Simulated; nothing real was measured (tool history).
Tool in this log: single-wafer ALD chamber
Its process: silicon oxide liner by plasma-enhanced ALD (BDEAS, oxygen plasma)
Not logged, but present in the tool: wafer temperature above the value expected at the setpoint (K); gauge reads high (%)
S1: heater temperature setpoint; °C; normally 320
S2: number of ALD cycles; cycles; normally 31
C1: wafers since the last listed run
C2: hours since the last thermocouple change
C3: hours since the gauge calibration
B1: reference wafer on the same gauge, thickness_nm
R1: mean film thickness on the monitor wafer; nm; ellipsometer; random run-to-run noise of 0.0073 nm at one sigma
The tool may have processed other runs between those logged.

run,day,S1,S2,C1,C2,C3,B1,R1
1,0.000,320,31,0,1631.7,98.8,3.116,2.935
2,0.400,320,31,111,1641.3,108.4,3.118,2.931
3,0.721,320,31,89,1649.0,116.1,3.115,2.930
4,1.254,320,31,148,1661.8,128.9,3.118,2.931
5,1.721,320,31,129,1673.0,140.1,3.125,2.928
6,2.196,320,31,131,1684.4,151.5,3.124,2.924
7,2.471,320,31,76,1691.0,158.1,3.121,2.925
8,2.812,320,31,94,1699.2,166.3,3.124,2.944
9,3.458,320,31,179,1714.7,181.8,3.122,2.934
10,3.721,320,31,72,1721.0,188.1,3.131,2.943
11,4.408,320,31,191,1737.5,204.6,3.126,2.940
12,4.800,320,31,108,1746.9,214.0,3.131,2.937
13,5.100,320,31,83,1754.1,221.2,3.133,2.940
# day 5.479: gauge calibrated
# day 5.667: thermocouple changed; heater temperature recalibrated
14,5.704,328,27,75,0.9,5.4,3.098,2.508
15,6.050,311,31,96,9.2,13.7,3.096,2.926
16,7.367,313,37,365,40.8,45.3,3.104,3.523

Predict the results of run 17:
17,8.021,320,31,181,56.5,61.0,?,?

{"run 17": {"B1": 3.104, "R1": 2.922}}
Were there no unlogged condition in the tool, this run, its random variation unchanged, would have produced R1 2.917 nm.

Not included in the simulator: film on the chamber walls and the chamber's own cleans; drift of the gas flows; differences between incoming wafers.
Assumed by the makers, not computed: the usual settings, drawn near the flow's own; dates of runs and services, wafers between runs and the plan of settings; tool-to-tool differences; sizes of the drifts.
